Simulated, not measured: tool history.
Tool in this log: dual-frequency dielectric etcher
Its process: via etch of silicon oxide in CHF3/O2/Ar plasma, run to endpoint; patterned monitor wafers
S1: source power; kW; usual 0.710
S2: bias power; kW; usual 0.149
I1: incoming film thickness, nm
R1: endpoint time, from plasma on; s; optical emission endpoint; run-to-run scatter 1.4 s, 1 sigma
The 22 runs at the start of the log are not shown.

Run 23, day 44.312: usual settings but S1 0.870 kW, S2 0.176 kW; I1 641.3. Result: R1 258.7 s.
At day 44.804: source power generator calibrated.
Run 24, day 45.962: usual settings but S1 0.600 kW; I1 637.3. Result: R1 335.2 s.
At day 47.808: wet clean of the chamber.
Run 25, day 47.829: usual settings; I1 643.1. Result: R1 318.5 s.
Run 26, day 49.775: usual settings but S1 0.820 kW; I1 638.4. Result: R1 294.8 s.
Run 27, day 51.204: usual settings; I1 645.0. Result: R1 317.0 s.
Run 28, day 54.138: usual settings but S1 0.560 kW; I1 640.8. Result: R1 358.7 s.
Run 29, day 56.850: usual settings but S1 0.780 kW, S2 0.132 kW; I1 640.0. Result: R1 314.6 s.
Run 30, day 58.779: usual settings but S2 0.138 kW; I1 641.0. Result: R1 323.2 s.

For run 31, what comes out?
Run 31, day 59.950: usual settings but S1 0.790 kW, S2 0.185 kW; I1 641.6. Result: R1 ?.

{"run 31": {"R1": 267.1}}
Without the tool's hidden state the same run would have given R1 273.1 s.
